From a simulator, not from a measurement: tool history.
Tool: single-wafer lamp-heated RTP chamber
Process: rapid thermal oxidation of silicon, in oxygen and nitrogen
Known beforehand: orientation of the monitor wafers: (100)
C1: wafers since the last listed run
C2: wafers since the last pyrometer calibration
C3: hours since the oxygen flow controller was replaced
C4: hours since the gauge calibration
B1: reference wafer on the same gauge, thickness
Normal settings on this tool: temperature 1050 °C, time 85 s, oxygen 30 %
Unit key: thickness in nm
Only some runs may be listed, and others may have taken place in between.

run 1 hour=0 | temperature=1064 time=85 oxygen=30 | C1=0 C2=1068 C3=2716.3 C4=2655.8 | B1=6.81 | thickness=6.808
run 2 hour=46.2 | temperature=1050 time=114 oxygen=30 | C1=325 C2=1393 C3=2762.5 C4=2702 | B1=6.813 | thickness=7.092
run 3 hour=105.4 | temperature=1050 time=114 oxygen=30 | C1=416 C2=1809 C3=2821.7 C4=2761.2 | B1=6.82 | thickness=7.069
run 4 hour=163.3 | temperature=1050 time=114 oxygen=30 | C1=407 C2=2217 C3=2879.6 C4=2819.1 | B1=6.817 | thickness=7.136
run 5 hour=224.8 | temperature=1062 time=85 oxygen=30 | C1=432 C2=2649 C3=2941.1 C4=2880.6 | B1=6.815 | thickness=6.753
run 6 hour=261.6 | temperature=1050 time=85 oxygen=30 | C1=258 C2=2908 C3=2977.9 C4=2917.4 | B1=6.825 | thickness=6.279
run 7 hour=325.7 | temperature=1050 time=85 oxygen=30 | C1=450 C2=3359 C3=3042 C4=2981.5 | B1=6.814 | thickness=6.23
run 8 hour=410.3 | temperature=1050 time=85 oxygen=30 | C1=595 C2=3954 C3=3126.6 C4=3066.1 | B1=6.819 | thickness=6.246
-- hour=504 pyrometer window cleaned and pyrometer calibrated
run 9 hour=504.5 | temperature=1050 time=85 oxygen=30 | C1=606 C2=3 C3=3220.8 C4=3160.3 | B1=6.817 | thickness=6.167
run 10 hour=586.3 | temperature=1050 time=85 oxygen=30 | C1=575 C2=579 C3=3302.6 C4=3242.1 | B1=6.818 | thickness=6.221
run 11 hour=680.5 | temperature=1050 time=85 oxygen=30 | C1=662 C2=1241 C3=3396.8 C4=3336.3 | B1=6.823 | thickness=6.209
run 12 hour=743.6 | temperature=1050 time=85 oxygen=30 | C1=443 C2=1685 C3=3459.9 C4=3399.4 | B1=6.822 | thickness=6.194
run 13 hour=780.6 | temperature=1050 time=85 oxygen=30 | C1=260 C2=1946 C3=3496.9 C4=3436.4 | B1=6.809 | thickness=6.211
run 14 hour=876.8 | temperature=1043 time=85 oxygen=30 | C1=676 C2=2622 C3=3593.1 C4=3532.6 | B1=6.824 | thickness=5.939
run 15 hour=1165.6 | temperature=1043 time=85 oxygen=30 | C1=2031 C2=4654 C3=3881.9 C4=3821.4 | B1=6.818 | thickness=5.972
run 16 hour=1233.4 | temperature=1050 time=85 oxygen=30 | C1=476 C2=5131 C3=3949.7 C4=3889.2 | B1=6.818 | thickness=6.245
run 17 hour=1287.5 | temperature=1064 time=65 oxygen=30 | C1=380 C2=5512 C3=4003.8 C4=3943.3 | B1=6.834 | thickness=6.123
-- hour=1343.4 pyrometer window cleaned and pyrometer calibrated
run 18 hour=1381.6 | temperature=1042 time=85 oxygen=47 | C1=605 C2=268 C3=4097.9 C4=4037.4 | B1=6.815 | thickness=6.841
run 19 hour=1451.1 | temperature=1050 time=116 oxygen=40 | C1=488 C2=757 C3=4167.4 C4=4106.9 | B1=6.828 | thickness=7.905
-- hour=1478.5 gauge calibrated
run 20 hour=1722 | temperature=1050 time=85 oxygen=30 | C1=1905 C2=2663 C3=4438.3 C4=243.5 | B1=6.833 | thickness=6.256
run 21 hour=1766.2 | temperature=1059 time=68 oxygen=53 | C1=310 C2=2974 C3=4482.5 C4=287.7 | B1=6.828 | thickness=7.331
-- hour=1798.8 oxygen flow controller replaced
run 22 hour=1813.1 | temperature=1024 time=125 oxygen=20 | C1=273 C2=3248 C3=14.3 C4=334.6 | B1=6.824 | thickness=5.399
run 23 hour=1901.6 | temperature=1040 time=65 oxygen=45 | C1=622 C2=3870 C3=102.8 C4=423.1 | B1=6.826 | thickness=5.975
-- hour=1998.2 pyrometer window cleaned and pyrometer calibrated
run 24 hour=2006.3 | temperature=1025 time=71 oxygen=30 | C1=680 C2=57 C3=207.5 C4=527.8 | B1=6.819 | thickness=4.804
run 25 hour=2099.1 | temperature=1050 time=85 oxygen=30 | C1=652 C2=710 C3=300.3 C4=620.6 | B1=6.818 | thickness=6.161
run 26 hour=2144 | temperature=1024 time=125 oxygen=20 | C1=315 C2=1026 C3=345.2 C4=665.5 | B1=6.82 | thickness=5.365
run 27 hour=2223.8 | temperature=1068 time=112 oxygen=17 | C1=561 C2=1587 C3=425 C4=745.3 | B1=6.817 | thickness=6.498
run 28 hour=2520.3 | temperature=1033 time=85 oxygen=30 | C1=2085 C2=3673 C3=721.5 C4=1041.8 | B1=6.819 | thickness=5.549
run 29 hour=2586 | temperature=1063 time=120 oxygen=17 | C1=462 C2=4135 C3=787.2 C4=1107.5 | B1=6.818 | thickness=6.55
run 30 hour=2633.1 | temperature=1050 time=85 oxygen=30 | C1=331 C2=4466 C3=834.3 C4=1154.6 | B1=6.809 | thickness=6.246
run 31 hour=2691.3 | temperature=1063 time=120 oxygen=47 | C1=409 C2=4876 C3=892.5 C4=1212.8 | B1=6.828 | thickness=9.329
run 32 hour=2735.4 | temperature=1039 time=102 oxygen=17 | C1=310 C2=5186 C3=936.6 C4=1256.9 | B1=6.809 | thickness=5.207
-- hour=2771.8 pyrometer window cleaned and pyrometer calibrated
run 33 hour=2777.7 | temperature=1032 time=73 oxygen=30 | C1=241 C2=41 C3=978.9 C4=1299.2 | B1=6.818 | thickness=5.098
run 34 hour=2882.9 | temperature=1059 time=85 oxygen=17 | C1=740 C2=781 C3=1084.1 C4=1404.4 | B1=6.817 | thickness=5.421
run 35 hour=2953.4 | temperature=1050 time=85 oxygen=30 | C1=495 C2=1277 C3=1154.6 C4=1474.9 | B1=6.816 | thickness=6.24
run 36 hour=3059.4 | temperature=1027 time=85 oxygen=17 | C1=745 C2=2023 C3=1260.6 C4=1580.9 | B1=6.82 | thickness=4.447
run 37 hour=3133.7 | temperature=1050 time=44 oxygen=17 | C1=522 C2=2545 C3=1334.9 C4=1655.2 | B1=6.821 | thickness=3.905
run 38 hour=3178.1 | temperature=1050 time=85 oxygen=30 | C1=312 C2=2858 C3=1379.3 C4=1699.6 | B1=6.818 | thickness=6.235

Hidden state or all else? Some run-to-run changes of thickness, split into what the settings, what came in and random variation would give without the hidden state, and what is left for the hidden state (with any gauge scatter that isn't in both results):
Hidden state present: true wafer temperature minus pyrometer reading, K; deviation of the oxygen flow from its setpoint, %; gauge reads high (%).
Run 8 -> 9: pyrometer window cleaned and pyrometer calibrated. thickness -0.079 nm: hidden state -0.087, all else +0.008.
Run 23 -> 24: temperature 1040 -> 1025, time 65 -> 71, oxygen 45 -> 30, pyrometer window cleaned and pyrometer calibrated. thickness -1.171 nm: hidden state -0.075, all else -1.096.
Run 30 -> 31: temperature 1050 -> 1063, time 85 -> 120, oxygen 30 -> 47. thickness +3.083 nm: hidden state +0.046, all else +3.037.
Run 31 -> 32: temperature 1063 -> 1039, time 120 -> 102, oxygen 47 -> 17. thickness -4.122 nm: hidden state -0.062, all else -4.06.
Run 32 -> 33: temperature 1039 -> 1032, time 102 -> 73, oxygen 17 -> 30, pyrometer window cleaned and pyrometer calibrated. thickness -0.109 nm: hidden state -0.07, all else -0.039.
Run 37 -> 38: time 44 -> 85, oxygen 17 -> 30. thickness +2.33 nm: hidden state +0.037, all else +2.293.

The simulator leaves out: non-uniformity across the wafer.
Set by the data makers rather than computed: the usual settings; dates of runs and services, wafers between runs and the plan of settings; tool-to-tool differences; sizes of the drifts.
